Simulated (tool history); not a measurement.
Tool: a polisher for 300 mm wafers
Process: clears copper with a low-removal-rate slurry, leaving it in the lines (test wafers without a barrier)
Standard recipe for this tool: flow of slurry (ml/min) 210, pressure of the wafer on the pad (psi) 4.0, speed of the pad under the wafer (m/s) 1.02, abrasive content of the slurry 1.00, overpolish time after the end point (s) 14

run   hour  flow of slurry (ml/min)  pressure of the wafer on the pad (psi)  speed of the pad under the wafer (m/s)  abrasive content of the slurry  overpolish time after the end point (s)  incoming thickness of the incoming film, nm  time until the end point was called (s)  dishing of a wide line in a test structure (angstrom)
  1    0.0                      210                                     4.0                                    1.02                            1.00                                       14                                        327.5                                     92.8                                                    333
      16.4  -- worn pad replaced by a new one
      18.8  -- slurry blender recalibrated
  2   51.4                      210                                     4.0                                    1.02                            1.00                                       14                                        325.4                                     85.0                                                    352
  3   72.2                      155                                     4.0                                    1.24                            1.00                                       14                                        321.8                                     72.7                                                    395
      98.3  -- slurry nozzle cleaned
  4  100.3                      155                                     4.0                                    1.24                            1.00                                       14                                        324.8                                     73.1                                                    400
  5  135.6                      155                                     4.0                                    1.24                            1.00                                       14                                        323.6                                     74.2                                                    389
  6  153.7                      210                                     4.0                                    1.02                            1.00                                       14                                        329.4                                     87.1                                                    341
  7  171.4                      210                                     3.4                                    1.02                            1.00                                       10                                        327.1                                    100.9                                                    225
  8  186.9                      210                                     4.9                                    0.92                            1.00                                       14                                        320.5                                     79.7                                                    368
  9  214.2                      210                                     4.0                                    0.76                            1.00                                       14                                        325.9                                    114.5                                                    262
     229.8  -- slurry blender recalibrated
 10  249.4                      210                                     4.8                                    1.02                            1.00                                       22                                        321.4                                     76.7                                                    578
     256.1  -- head pressure recalibrated
     265.2  -- worn pad replaced by a new one
 11  298.9                      210                                     4.0                                    1.02                            1.00                                       14                                        329.9                                     85.0                                                    353
 12  320.2                      160                                     4.0                                    1.02                            1.00                                       14                                        325.1                                     88.7                                                    340
 13  405.8                      180                                     4.0                                    1.02                            0.80                                       14                                        327.8                                     93.1                                                    327
 14  424.9                      210                                     4.8                                    1.02                            1.00                                       22                                        330.6                                     76.3                                                    577
 15  453.8                      210                                     4.0                                    1.02                            1.00                                       14                                        318.8                                     86.1                                                    325
     469.5  -- slurry blender recalibrated
 16  476.6                      245                                     3.3                                    1.12                            1.00                                       20                                        325.2                                     96.4                                                    432
     490.8  -- slurry nozzle cleaned
 17  508.0                      210                                     3.1                                    1.02                            0.85                                       14                                        324.7                                    120.0                                                    266
     516.7  -- worn pad replaced by a new one
 18  581.5                      210                                     4.0                                    1.02                            1.10                                       17                                        328.3                                     83.0                                                    440
 19  596.3                      210                                     4.0                                    1.02                            1.00                                       14                                        325.9                                     85.9                                                    358
 20  621.1                      210                                     4.0                                    1.02                            1.00                                       14                                        323.1                                     84.5                                                    346
 21  648.8                      280                                     4.4                                    1.18                            1.00                                       14                                        322.8                                     67.4                                                    421
 22  660.9                      210                                     4.0                                    1.02                            1.00                                       14                                        327.9                                     88.0                                                    348
 23  676.3                      210                                     4.5                                    1.02                            1.00                                       14                                        323.1                                     78.8                                                    372
     679.0  -- slurry blender recalibrated
 24  707.1                      210                                     4.0                                    0.76                            1.00                                        7                                        327.9                                    116.9                                                    141
     732.2  -- worn pad replaced by a new one
 25  735.1                      210                                     4.0                                    1.02                            1.00                                       14                                        329.9                                     88.1                                                    355
 26  752.9                      210                                     4.0                                    1.02                            1.00                                       14                                        330.3                                     84.7                                                    353
 27  767.1                      260                                     4.0                                    1.02                            1.00                                       14                                        328.7                                     82.4                                                    364
 28  787.6                      210                                     4.0                                    1.30                            1.15                                        8                                        328.2                                     65.5                                                    273

What if the next run were any one of these 4? Each begins from the tool's condition after run 28:
  A  788.1                      210                                     4.0                                    1.02                            1.00                                       14                                        330.5                                        ?                                                      ?
  B  788.1                      210                                     4.0                                    1.02                            0.80                                       14                                        330.5                                        ?                                                      ?
  C  788.1                      210                                     4.0                                    0.72                            1.20                                       21                                        330.5                                        ?                                                      ?
  D  788.1                      210                                     4.4                                    0.78                            1.00                                       14                                        330.5                                        ?                                                      ?

run  time until the end point was called (s)  dishing of a wide line in a test structure (angstrom)
  A                                     84.4                                                    355
  B                                     89.3                                                    338
  C                                    109.1                                                    403
  D                                     98.4                                                    310
What these runs would have given with no unlogged condition in the tool:
run  time until the end point was called (s)  dishing of a wide line in a test structure (angstrom)
  A                                     83.4                                                    358
  B                                     88.2                                                    341
  C                                    107.7                                                    408
  D                                     97.2                                                    314
